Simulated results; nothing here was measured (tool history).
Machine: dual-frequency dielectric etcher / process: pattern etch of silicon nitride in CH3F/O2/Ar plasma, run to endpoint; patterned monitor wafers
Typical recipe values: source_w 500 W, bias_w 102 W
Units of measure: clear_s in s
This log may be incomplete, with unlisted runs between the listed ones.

| run | hour | source_w | bias_w | incoming incoming film thickness, nm | clear_s |
|---|---|---|---|---|---|
| 1 | 0.0 | 500 | 102 | 42.35 | 55.4 |
| 2 | 32.5 | 500 | 102 | 42.13 | 55.9 |
| 3 | 61.6 | 500 | 102 | 42.50 | 57.0 |
| 4 | 82.6 | 470 | 89 | 42.81 | 60.3 |
| 5 | 97.6 | 470 | 89 | 42.33 | 59.1 |
| 6 | 133.1 | 470 | 89 | 42.28 | 60.8 |
| 7 | 147.1 | 500 | 122 | 42.19 | 54.3 |
| 8 | 160.6 | 500 | 122 | 41.65 | 53.3 |
| 9 | 187.5 | 500 | 122 | 41.76 | 54.0 |
| 10 | 202.9 | 500 | 102 | 41.72 | 55.9 |
| 11 | 220.4 | 500 | 102 | 42.77 | 57.8 |
| 12 | 236.0 | 500 | 102 | 42.85 | 58.0 |
| 13 | 249.7 | 500 | 102 | 42.50 | 56.3 |
| 14 | 279.1 | 500 | 102 | 42.06 | 56.7 |
| 15 | 297.4 | 500 | 102 | 42.41 | 57.5 |
| 16 | 309.7 | 610 | 126 | 42.43 | 51.1 |
| 17 | 338.3 | 380 | 120 | 42.19 | 62.1 |
| 18 | 365.6 | 500 | 102 | 42.16 | 57.2 |
| 19 | 451.2 | 550 | 85 | 42.41 | 58.8 |
| 20 | 466.8 | 380 | 125 | 42.61 | 62.8 |
| 21 | 481.1 | 550 | 122 | 42.31 | 53.6 |
| 22 | 517.3 | 410 | 114 | 42.54 | 58.2 |
| 23 | 590.6 | 500 | 102 | 42.24 | 55.0 |
| 24 | 607.0 | 500 | 102 | 42.54 | 56.0 |
| 25 | 633.7 | 550 | 94 | 42.55 | 55.3 |
| 26 | 661.9 | 530 | 102 | 42.71 | 55.8 |
| 27 | 680.0 | 430 | 82 | 42.10 | 61.9 |
| 28 | 711.1 | 580 | 111 | 42.43 | 52.3 |
| 29 | 731.7 | 500 | 102 | 42.01 | 55.2 |
| 30 | 755.2 | 500 | 87 | 42.37 | 58.8 |
| 31 | 771.4 | 500 | 102 | 42.31 | 56.1 |
| 32 | 795.7 | 420 | 83 | 41.93 | 63.4 |
| 33 | 819.5 | 420 | 92 | 42.70 | 61.9 |
| 34 | 849.3 | 500 | 123 | 41.90 | 53.4 |
| 35 | 864.3 | 500 | 76 | 41.90 | 61.0 |
| 36 | 899.0 | 570 | 102 | 42.35 | 54.8 |

The log once held 4 entries between its listed runs, left out of this copy. Where does each go, and what is different about the tool's unlogged condition between the listed run before it and the listed run after it?
Run 8 -> run 9: upper electrode replaced (hour 187.0)
  etch rate over this chamber's usual, %: -3.05 -> -3.3
  difference, measured minus the result without the unlogged condition, clear_s: +1.6 -> +1.8 s
Run 17 -> run 18: source power generator calibrated (hour 365.1)
  etch rate over this chamber's usual, %: -4.75 -> -5.01
  difference, measured minus the result without the unlogged condition, clear_s: +2.9 -> +2.8 s
Run 21 -> run 22: wet clean of the chamber (hour 516.8)
  etch rate over this chamber's usual, %: -6.11 -> -0.0379
  difference, measured minus the result without the unlogged condition, clear_s: +3.2 -> +0.0 s
Run 22 -> run 23: bias power generator calibrated (hour 548.7)
  etch rate over this chamber's usual, %: -0.0379 -> -0.739
  difference, measured minus the result without the unlogged condition, clear_s: +0.0 -> +0.4 s
